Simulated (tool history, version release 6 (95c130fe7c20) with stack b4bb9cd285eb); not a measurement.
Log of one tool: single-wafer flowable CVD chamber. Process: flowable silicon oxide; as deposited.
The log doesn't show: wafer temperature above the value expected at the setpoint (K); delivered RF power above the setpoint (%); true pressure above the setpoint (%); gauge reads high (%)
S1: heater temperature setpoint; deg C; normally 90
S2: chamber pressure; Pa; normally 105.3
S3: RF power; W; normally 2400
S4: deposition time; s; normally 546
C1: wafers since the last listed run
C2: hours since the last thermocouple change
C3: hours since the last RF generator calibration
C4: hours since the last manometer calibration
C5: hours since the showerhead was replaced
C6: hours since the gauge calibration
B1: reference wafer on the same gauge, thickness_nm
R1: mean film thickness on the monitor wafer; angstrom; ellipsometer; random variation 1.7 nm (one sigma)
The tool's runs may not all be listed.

| run | hour | S1 | S2 | S3 | S4 | C1 | C2 | C3 | C4 | C5 | C6 | B1 | R1 |
|---|---|---|---|---|---|---|---|---|---|---|---|---|---|
| 1 | 0.0 | 90 | 105.3 | 2400 | 546 | 0 | 1687.9 | 760.8 | 1084.9 | 2652.8 | 488.8 | 384.030 | 4349.56 |
| 2 | 16.6 | 90 | 105.3 | 2400 | 546 | 81 | 1704.5 | 777.4 | 1101.5 | 2669.4 | 505.4 | 383.729 | 4313.25 |
| 3 | 37.7 | 90 | 105.3 | 2400 | 546 | 103 | 1725.6 | 798.5 | 1122.6 | 2690.5 | 526.5 | 382.743 | 4334.82 |
| 4 | 62.4 | 90 | 105.3 | 2400 | 546 | 120 | 1750.3 | 823.2 | 1147.3 | 2715.2 | 551.2 | 383.447 | 4341.90 |
|  | 65.7 | gauge calibrated |
| 5 | 94.2 | 90 | 105.3 | 2400 | 546 | 155 | 1782.1 | 855.0 | 1179.1 | 2747.0 | 28.5 | 391.661 | 4411.06 |
|  | 115.6 | thermocouple changed; heater temperature recalibrated |
| 6 | 116.1 | 90 | 113.1 | 2400 | 546 | 67 | 0.5 | 876.9 | 1201.0 | 2768.9 | 50.4 | 390.643 | 4743.57 |
| 7 | 126.3 | 90 | 113.1 | 2400 | 546 | 49 | 10.7 | 887.1 | 1211.2 | 2779.1 | 60.6 | 390.002 | 4775.69 |
| 8 | 155.7 | 90 | 113.1 | 2400 | 546 | 143 | 40.1 | 916.5 | 1240.6 | 2808.5 | 90.0 | 389.268 | 4733.33 |
| 9 | 183.9 | 90 | 105.3 | 2560 | 546 | 137 | 68.3 | 944.7 | 1268.8 | 2836.7 | 118.2 | 387.954 | 4457.83 |
| 10 | 200.9 | 90 | 105.3 | 2400 | 546 | 83 | 85.3 | 961.7 | 1285.8 | 2853.7 | 135.2 | 388.031 | 4419.88 |
| 11 | 216.3 | 90 | 105.3 | 2590 | 546 | 75 | 100.7 | 977.1 | 1301.2 | 2869.1 | 150.6 | 387.709 | 4447.70 |
| 12 | 246.8 | 90 | 105.3 | 2400 | 546 | 149 | 131.2 | 1007.6 | 1331.7 | 2899.6 | 181.1 | 386.741 | 4379.21 |
|  | 274.7 | capacitance manometer re-zeroed and calibrated |
| 13 | 275.5 | 86 | 86.3 | 2765 | 585 | 101 | 159.9 | 1036.3 | 0.8 | 2928.3 | 209.8 | 386.486 | 4462.62 |
| 14 | 293.3 | 90 | 105.3 | 2400 | 500 | 87 | 177.7 | 1054.1 | 18.6 | 2946.1 | 227.6 | 385.985 | 3999.98 |
|  | 310.3 | showerhead replaced |
| 15 | 315.5 | 90 | 82.9 | 2165 | 546 | 69 | 199.9 | 1076.3 | 40.8 | 5.2 | 249.8 | 385.694 | 3359.52 |
|  | 340.8 | RF generator calibrated |
| 16 | 341.3 | 101 | 105.3 | 1935 | 546 | 87 | 225.7 | 0.5 | 66.6 | 31.0 | 275.6 | 385.127 | 2733.97 |
| 17 | 368.3 | 90 | 125.7 | 2570 | 546 | 131 | 252.7 | 27.5 | 93.6 | 58.0 | 302.6 | 384.982 | 5297.64 |
| 18 | 395.5 | 80 | 105.3 | 1930 | 546 | 132 | 279.9 | 54.7 | 120.8 | 85.2 | 329.8 | 384.483 | 5673.56 |
| 19 | 486.4 | 84 | 126.7 | 2400 | 446 | 444 | 370.8 | 145.6 | 211.7 | 176.1 | 420.7 | 383.539 | 5238.90 |
| 20 | 513.6 | 90 | 85.5 | 2730 | 546 | 132 | 398.0 | 172.8 | 238.9 | 203.3 | 447.9 | 384.319 | 3600.90 |
| 21 | 544.1 | 90 | 105.3 | 2400 | 546 | 149 | 428.5 | 203.3 | 269.4 | 233.8 | 478.4 | 384.244 | 4320.65 |
| 22 | 562.2 | 101 | 89.9 | 2400 | 437 | 88 | 446.6 | 221.4 | 287.5 | 251.9 | 496.5 | 383.809 | 1969.08 |
| 23 | 581.4 | 90 | 105.3 | 2400 | 546 | 93 | 465.8 | 240.6 | 306.7 | 271.1 | 515.7 | 383.754 | 4332.70 |
| 24 | 602.2 | 90 | 105.3 | 2400 | 546 | 101 | 486.6 | 261.4 | 327.5 | 291.9 | 536.5 | 382.848 | 4354.07 |
| 25 | 617.5 | 79 | 105.3 | 2400 | 546 | 74 | 501.9 | 276.7 | 342.8 | 307.2 | 551.8 | 383.389 | 6237.72 |
| 26 | 629.6 | 82 | 126.1 | 1925 | 546 | 59 | 514.0 | 288.8 | 354.9 | 319.3 | 563.9 | 383.241 | 6356.91 |
|  | 633.7 | gauge calibrated |
| 27 | 642.6 | 90 | 105.3 | 2400 | 448 | 63 | 527.0 | 301.8 | 367.9 | 332.3 | 8.9 | 394.278 | 3644.69 |

Give the tool's hidden conditions for every run:
wafer temperature above the value expected at the setpoint (K): 0, the same for each run
delivered RF power above the setpoint (%): 0, the same for each run
true pressure above the setpoint (%): 0, the same for each run
H1: gauge reads high (%)
| run | H1 |
|---|---|
| 1 | -2.4 |
| 2 | -2.42 |
| 3 | -2.44 |
| 4 | -2.47 |
| 5 | -0.344 |
| 6 | -0.574 |
| 7 | -0.673 |
| 8 | -0.934 |
| 9 | -1.15 |
| 10 | -1.27 |
| 11 | -1.37 |
| 12 | -1.55 |
| 13 | -1.69 |
| 14 | -1.77 |
| 15 | -1.87 |
| 16 | -1.96 |
| 17 | -2.05 |
| 18 | -2.13 |
| 19 | -2.33 |
| 20 | -2.37 |
| 21 | -2.41 |
| 22 | -2.44 |
| 23 | -2.46 |
| 24 | -2.48 |
| 25 | -2.5 |
| 26 | -2.51 |
| 27 | 0.155 |
